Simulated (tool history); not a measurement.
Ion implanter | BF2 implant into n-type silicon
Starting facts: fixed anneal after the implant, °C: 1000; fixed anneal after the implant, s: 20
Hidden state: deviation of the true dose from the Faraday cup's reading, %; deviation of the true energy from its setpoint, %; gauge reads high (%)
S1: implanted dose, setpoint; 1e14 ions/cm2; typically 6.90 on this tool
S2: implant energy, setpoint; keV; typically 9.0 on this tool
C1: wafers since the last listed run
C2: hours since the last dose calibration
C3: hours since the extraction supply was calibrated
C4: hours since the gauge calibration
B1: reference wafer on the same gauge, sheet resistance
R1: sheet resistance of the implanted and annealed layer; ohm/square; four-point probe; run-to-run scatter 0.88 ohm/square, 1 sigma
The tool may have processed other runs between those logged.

Run 1, hour 0.0: usual settings; C1 0; C2 167.9; C3 1731.6; C4 365.1; B1 264.50. Result: R1 271.03 ohm/square.
Run 2, hour 68.4: usual settings; C1 1164; C2 236.3; C3 1800.0; C4 433.5; B1 264.12. Result: R1 273.98 ohm/square.
Run 3, hour 118.0: usual settings; C1 844; C2 285.9; C3 1849.6; C4 483.1; B1 263.60. Result: R1 272.14 ohm/square.
Run 4, hour 189.6: usual settings; C1 1218; C2 357.5; C3 1921.2; C4 554.7; B1 263.39. Result: R1 271.05 ohm/square.
Run 5, hour 244.6: usual settings but S2 11.0 keV; C1 936; C2 412.5; C3 1976.2; C4 609.7; B1 263.18. Result: R1 254.96 ohm/square.
Run 6, hour 269.7: usual settings but S2 8.0 keV; C1 427; C2 437.6; C3 2001.3; C4 634.8; B1 263.09. Result: R1 280.33 ohm/square.
Run 7, hour 294.7: usual settings but S2 8.0 keV; C1 425; C2 462.6; C3 2026.3; C4 659.8; B1 262.87. Result: R1 281.91 ohm/square.
Run 8, hour 328.7: usual settings but S1 8.31 1e14 ions/cm2; C1 578; C2 496.6; C3 2060.3; C4 693.8; B1 262.87. Result: R1 253.86 ohm/square.
Run 9, hour 376.7: usual settings but S1 8.31 1e14 ions/cm2; C1 816; C2 544.6; C3 2108.3; C4 741.8; B1 262.86. Result: R1 254.17 ohm/square.
Run 10, hour 408.9: usual settings but S1 8.31 1e14 ions/cm2; C1 548; C2 576.8; C3 2140.5; C4 774.0; B1 262.61. Result: R1 254.52 ohm/square.
Run 11, hour 437.7: usual settings; C1 490; C2 605.6; C3 2169.3; C4 802.8; B1 262.48. Result: R1 270.51 ohm/square.
Run 12, hour 463.0: usual settings but S1 6.04 1e14 ions/cm2; C1 430; C2 630.9; C3 2194.6; C4 828.1; B1 262.51. Result: R1 283.92 ohm/square.
Run 13, hour 525.7: usual settings but S1 6.04 1e14 ions/cm2; C1 1067; C2 693.6; C3 2257.3; C4 890.8; B1 262.24. Result: R1 285.20 ohm/square.
Run 14, hour 574.4: usual settings but S1 5.29 1e14 ions/cm2, S2 6.5 keV; C1 828; C2 742.3; C3 2306.0; C4 939.5; B1 262.28. Result: R1 336.98 ohm/square.
At hour 595.5: gauge calibrated.
Run 15, hour 617.4: usual settings but S1 8.10 1e14 ions/cm2, S2 7.5 keV; C1 731; C2 785.3; C3 2349.0; C4 21.9; B1 269.11. Result: R1 277.25 ohm/square.
At hour 625.9: Faraday cup replaced and dose calibrated.
Run 16, hour 652.1: usual settings but S2 12.0 keV; C1 454; C2 26.2; C3 2383.7; C4 56.6; B1 268.40. Result: R1 251.94 ohm/square.
Run 17, hour 683.7: usual settings; C1 537; C2 57.8; C3 2415.3; C4 88.2; B1 267.42. Result: R1 273.72 ohm/square.
Run 18, hour 725.6: usual settings; C1 713; C2 99.7; C3 2457.2; C4 130.1; B1 266.76. Result: R1 275.57 ohm/square.
Run 19, hour 766.9: usual settings; C1 702; C2 141.0; C3 2498.5; C4 171.4; B1 265.90. Result: R1 273.78 ohm/square.
Run 20, hour 791.2: usual settings but S1 5.49 1e14 ions/cm2, S2 11.5 keV; C1 413; C2 165.3; C3 2522.8; C4 195.7; B1 265.75. Result: R1 280.25 ohm/square.
At hour 873.9: extraction supply calibrated.
Run 21, hour 904.2: usual settings but S1 4.94 1e14 ions/cm2; C1 1787; C2 278.3; C3 30.3; C4 308.7; B1 264.00. Result: R1 314.50 ohm/square.

What does the tool deliver on the next run?
Run 22, hour 972.0: usual settings but S1 5.51 1e14 ions/cm2, S2 8.0 keV; C1 1154; C2 346.1; C3 98.1; C4 376.5; B1 ?. Result: R1 ?.

{"run 22": {"B1": 263.23, "R1": 311.77}}
On a tool with no hidden condition, and with the same random variation, this run would have come out at R1 319.61 ohm/square.
